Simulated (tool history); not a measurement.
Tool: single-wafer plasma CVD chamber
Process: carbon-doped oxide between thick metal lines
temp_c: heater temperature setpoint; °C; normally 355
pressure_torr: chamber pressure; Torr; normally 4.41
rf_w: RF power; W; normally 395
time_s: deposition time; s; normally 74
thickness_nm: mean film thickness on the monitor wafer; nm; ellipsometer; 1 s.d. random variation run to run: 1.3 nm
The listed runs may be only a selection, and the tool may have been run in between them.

| run | hour | temp_c | pressure_torr | rf_w | time_s | wafers since the last listed run | hours since the last thermocouple change | hours since the last RF generator calibration | hours since the last manometer calibration | hours since the showerhead was replaced | hours since the gauge calibration | read-back reference wafer on the same gauge, thickness_nm | thickness_nm |
|---|---|---|---|---|---|---|---|---|---|---|---|---|---|
| 1 | 0 | 355 | 4.41 | 395 | 74 | 0 | 2082.3 | 2262.3 | 2070.2 | 4417.4 | 673 | 363.229 | 318.143 |
|  | 21.3 | gauge calibrated |
| 2 | 42.7 | 355 | 4.41 | 395 | 74 | 426 | 2125 | 2305 | 2112.9 | 4460.1 | 21.4 | 353.955 | 312.389 |
| 3 | 111.8 | 355 | 4.41 | 395 | 74 | 690 | 2194.1 | 2374.1 | 2182 | 4529.2 | 90.5 | 356.329 | 313.973 |
| 4 | 143.1 | 355 | 4.41 | 395 | 74 | 312 | 2225.4 | 2405.4 | 2213.3 | 4560.5 | 121.8 | 357.382 | 313.897 |
| 5 | 171.6 | 355 | 4.41 | 395 | 74 | 284 | 2253.9 | 2433.9 | 2241.8 | 4589 | 150.3 | 357.882 | 313.858 |
| 6 | 218.7 | 355 | 4.41 | 395 | 74 | 470 | 2301 | 2481 | 2288.9 | 4636.1 | 197.4 | 359.625 | 313.33 |
| 7 | 269.6 | 355 | 4.41 | 395 | 74 | 508 | 2351.9 | 2531.9 | 2339.8 | 4687 | 248.3 | 359.496 | 314.371 |
| 8 | 314.4 | 355 | 4.41 | 395 | 74 | 447 | 2396.7 | 2576.7 | 2384.6 | 4731.8 | 293.1 | 361.158 | 315.472 |
| 9 | 381.2 | 355 | 4.41 | 395 | 74 | 667 | 2463.5 | 2643.5 | 2451.4 | 4798.6 | 359.9 | 361.107 | 317.919 |
| 10 | 432.7 | 355 | 4.41 | 395 | 77.9 | 514 | 2515 | 2695 | 2502.9 | 4850.1 | 411.4 | 361.129 | 335.538 |
|  | 442.2 | RF generator calibrated |
| 11 | 464.6 | 355 | 4.41 | 395 | 77.9 | 238 | 2546.9 | 22.4 | 2534.8 | 4882 | 443.3 | 362.1 | 334.842 |
|  | 477 | capacitance manometer re-zeroed and calibrated |
| 12 | 500 | 362 | 4.41 | 350 | 62.7 | 273 | 2582.3 | 57.8 | 23 | 4917.4 | 478.7 | 362.915 | 239.791 |
|  | 551.1 | thermocouple changed; heater temperature recalibrated |
| 13 | 556.8 | 350 | 4.07 | 395 | 61.3 | 487 | 5.7 | 114.6 | 79.8 | 4974.2 | 535.5 | 362.502 | 264.06 |
| 14 | 590.5 | 355 | 4.41 | 395 | 74 | 336 | 39.4 | 148.3 | 113.5 | 5007.9 | 569.2 | 362.186 | 317.427 |
| 15 | 630 | 355 | 4.41 | 365 | 74 | 394 | 78.9 | 187.8 | 153 | 5047.4 | 608.7 | 363.576 | 296.447 |
|  | 668.8 | showerhead replaced |
| 16 | 694.4 | 355 | 4.41 | 395 | 74 | 563 | 143.3 | 252.2 | 217.4 | 25.6 | 673.1 | 363.63 | 318.389 |
|  | 703.8 | gauge calibrated |
| 17 | 762.7 | 355 | 4.41 | 395 | 74 | 682 | 211.6 | 320.5 | 285.7 | 93.9 | 58.9 | 354.645 | 307.652 |
| 18 | 806.1 | 355 | 4.95 | 340 | 74 | 433 | 255 | 363.9 | 329.1 | 137.3 | 102.3 | 355.855 | 281.166 |
| 19 | 861.9 | 355 | 3.5 | 395 | 74 | 557 | 310.8 | 419.7 | 384.9 | 193.1 | 158.1 | 357.292 | 305.944 |
| 20 | 957.2 | 343 | 4.41 | 395 | 74 | 952 | 406.1 | 515 | 480.2 | 288.4 | 253.4 | 358.671 | 321.036 |
| 21 | 1003.4 | 355 | 4.41 | 395 | 74 | 461 | 452.3 | 561.2 | 526.4 | 334.6 | 299.6 | 359.505 | 314.479 |
| 22 | 1036.1 | 355 | 5.01 | 455 | 74 | 326 | 485 | 593.9 | 559.1 | 367.3 | 332.3 | 359.977 | 354.586 |

What will run 23 give?
| 23 | 1095.9 | 355 | 4.41 | 345 | 84.1 | 597 | 544.8 | 653.7 | 618.9 | 427.1 | 392.1 | ? | ? |

For run 23 the tool returned read-back reference wafer on the same gauge, thickness_nm 360.115, thickness_nm 322.184 nm.
Minus the tool's unlogged condition, the same run would have read thickness_nm 314.781 nm.
